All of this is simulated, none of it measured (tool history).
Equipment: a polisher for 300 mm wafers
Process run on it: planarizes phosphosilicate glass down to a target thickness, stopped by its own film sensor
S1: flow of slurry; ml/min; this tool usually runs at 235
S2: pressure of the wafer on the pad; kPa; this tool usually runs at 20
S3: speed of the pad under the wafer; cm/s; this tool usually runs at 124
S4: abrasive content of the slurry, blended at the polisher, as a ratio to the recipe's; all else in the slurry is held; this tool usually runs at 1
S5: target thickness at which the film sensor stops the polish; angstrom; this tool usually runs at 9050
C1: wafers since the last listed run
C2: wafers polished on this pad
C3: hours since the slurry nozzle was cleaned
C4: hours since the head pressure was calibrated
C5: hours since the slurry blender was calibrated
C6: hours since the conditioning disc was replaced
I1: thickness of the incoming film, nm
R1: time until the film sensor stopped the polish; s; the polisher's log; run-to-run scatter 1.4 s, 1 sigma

{"run": 1, "hour": 0.0, "S1": 235, "S2": 20, "S3": 124, "S4": 1, "S5": 9050, "C1": 0, "C2": 625, "C3": 678.7, "C4": 1053.8, "C5": 280, "C6": 185.6, "I1": 1615.9, "R1": 100.7}
{"run": 2, "hour": 22.5, "S1": 235, "S2": 20, "S3": 124, "S4": 1, "S5": 9050, "C1": 235, "C2": 860, "C3": 701.2, "C4": 1076.3, "C5": 302.5, "C6": 208.1, "I1": 1595.7, "R1": 108.9}
{"hour": 27.2, "done": "worn pad replaced by a new one"}
{"hour": 36.2, "done": "slurry blender recalibrated"}
{"run": 3, "hour": 54.0, "S1": 235, "S2": 20, "S3": 124, "S4": 1, "S5": 9050, "C1": 266, "C2": 259, "C3": 732.7, "C4": 1107.8, "C5": 17.8, "C6": 239.6, "I1": 1619.7, "R1": 91.6}
{"run": 4, "hour": 70.9, "S1": 235, "S2": 20, "S3": 124, "S4": 1, "S5": 9050, "C1": 176, "C2": 436, "C3": 749.6, "C4": 1124.7, "C5": 34.7, "C6": 256.5, "I1": 1627.4, "R1": 93.7}
{"run": 5, "hour": 87.7, "S1": 235, "S2": 20, "S3": 124, "S4": 1, "S5": 10640, "C1": 175, "C2": 612, "C3": 766.4, "C4": 1141.5, "C5": 51.5, "C6": 273.3, "I1": 1603.7, "R1": 71.4}
{"hour": 115.5, "done": "worn pad replaced by a new one"}
{"run": 6, "hour": 120.5, "S1": 235, "S2": 20, "S3": 124, "S4": 1, "S5": 10640, "C1": 301, "C2": 52, "C3": 799.2, "C4": 1174.3, "C5": 84.3, "C6": 306.1, "I1": 1600.9, "R1": 74.4}
{"hour": 138.6, "done": "slurry nozzle cleaned"}
{"run": 7, "hour": 149.0, "S1": 235, "S2": 20, "S3": 124, "S4": 1, "S5": 10640, "C1": 287, "C2": 340, "C3": 10.4, "C4": 1202.8, "C5": 112.8, "C6": 334.6, "I1": 1621.2, "R1": 76.4}
{"run": 8, "hour": 166.7, "S1": 235, "S2": 20, "S3": 124, "S4": 1, "S5": 9050, "C1": 185, "C2": 525, "C3": 28.1, "C4": 1220.5, "C5": 130.5, "C6": 352.3, "I1": 1612.1, "R1": 99}
{"hour": 181.7, "done": "head pressure recalibrated"}
{"run": 9, "hour": 184.8, "S1": 235, "S2": 20, "S3": 124, "S4": 1, "S5": 9050, "C1": 168, "C2": 694, "C3": 46.2, "C4": 3.1, "C5": 148.6, "C6": 370.4, "I1": 1611.1, "R1": 100}
{"hour": 196.7, "done": "worn pad replaced by a new one"}
{"run": 10, "hour": 215.0, "S1": 235, "S2": 23.4, "S3": 124, "S4": 0.8, "S5": 9050, "C1": 274, "C2": 191, "C3": 76.4, "C4": 33.3, "C5": 178.8, "C6": 400.6, "I1": 1617.4, "R1": 108.1}
{"run": 11, "hour": 236.1, "S1": 235, "S2": 24.8, "S3": 150, "S4": 0.8, "S5": 7220, "C1": 220, "C2": 412, "C3": 97.5, "C4": 54.4, "C5": 199.9, "C6": 421.7, "I1": 1640, "R1": 117.8}

Run 12 comes next. What will it give?
{"run": 12, "hour": 256.6, "S1": 235, "S2": 25.5, "S3": 124, "S4": 1.15, "S5": 9050, "C1": 214, "C2": 627, "C3": 118, "C4": 74.9, "C5": 220.4, "C6": 442.2, "I1": 1597.8, "R1": "?"}

R1: 88 s
Take away the tool's hidden state, keep the run-to-run variation as it was, and the same run would have given R1 68.5 s.
